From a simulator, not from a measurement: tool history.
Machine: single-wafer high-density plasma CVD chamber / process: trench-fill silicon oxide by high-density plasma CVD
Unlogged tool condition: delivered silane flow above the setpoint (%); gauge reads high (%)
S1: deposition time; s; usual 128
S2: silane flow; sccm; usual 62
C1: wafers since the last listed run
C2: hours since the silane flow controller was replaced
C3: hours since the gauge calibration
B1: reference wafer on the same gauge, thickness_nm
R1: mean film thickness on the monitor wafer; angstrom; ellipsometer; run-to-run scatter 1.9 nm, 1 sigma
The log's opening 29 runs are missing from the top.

| run | hour | S1 | S2 | C1 | C2 | C3 | B1 | R1 |
|---|---|---|---|---|---|---|---|---|
| 30 | 855.3 | 128 | 55 | 481 | 165.2 | 327 | 784.434 | 6935.93 |
| 31 | 880.2 | 128 | 62 | 353 | 190.1 | 351.9 | 784.18 | 7466.16 |
| 32 | 899.4 | 144 | 68 | 272 | 209.3 | 371.1 | 783.841 | 8985.14 |
| 33 | 926 | 113 | 69 | 377 | 235.9 | 397.7 | 783.699 | 7093.89 |
| 34 | 961.7 | 146 | 62 | 506 | 271.6 | 433.4 | 784.671 | 8509.67 |
| 35 | 990 | 151 | 54 | 401 | 299.9 | 461.7 | 783.787 | 8081.43 |
| 36 | 1006.3 | 128 | 66 | 231 | 316.2 | 478 | 783.657 | 7821.68 |
| 37 | 1039.7 | 144 | 68 | 474 | 349.6 | 511.4 | 784.361 | 8950.78 |
| 38 | 1071.4 | 135 | 62 | 449 | 381.3 | 543.1 | 784.345 | 7894.29 |
| 39 | 1084 | 144 | 56 | 178 | 393.9 | 555.7 | 784.26 | 7900.31 |
| 40 | 1115 | 107 | 68 | 440 | 424.9 | 586.7 | 784.159 | 6625.33 |
| 41 | 1137.8 | 128 | 54 | 323 | 447.7 | 609.5 | 783.816 | 6812.54 |
| 42 | 1167.4 | 105 | 73 | 420 | 477.3 | 639.1 | 783.683 | 6855.35 |
| 43 | 1179.9 | 128 | 62 | 177 | 489.8 | 651.6 | 783.703 | 7465.44 |
| 44 | 1194.4 | 128 | 51 | 205 | 504.3 | 666.1 | 783.801 | 6587.82 |
| 45 | 1227.5 | 128 | 62 | 469 | 537.4 | 699.2 | 783.309 | 7498.92 |
| 46 | 1263.3 | 138 | 67 | 508 | 573.2 | 735 | 783.339 | 8496.79 |
| 47 | 1280.2 | 128 | 62 | 239 | 590.1 | 751.9 | 783.613 | 7469.82 |

Consider 3 possible next runs. They are alternatives, not a sequence: every one starts from the tool as it was left by run 47. What does each give?
| A | 1280.6 | 128 | 74 | 5 | 590.5 | 752.3 | ? | ? |
| B | 1280.6 | 143 | 56 | 5 | 590.5 | 752.3 | ? | ? |
| C | 1280.6 | 147 | 56 | 5 | 590.5 | 752.3 | ? | ? |

| run | B1 | R1 |
|---|---|---|
| A | 784.292 | 8438.79 |
| B | 784.292 | 7822.07 |
| C | 784.292 | 8040.87 |
What these runs would have given with no unlogged condition in the tool:
| run | R1 |
|---|---|
| A | 8438.79 |
| B | 7822.07 |
| C | 8040.87 |
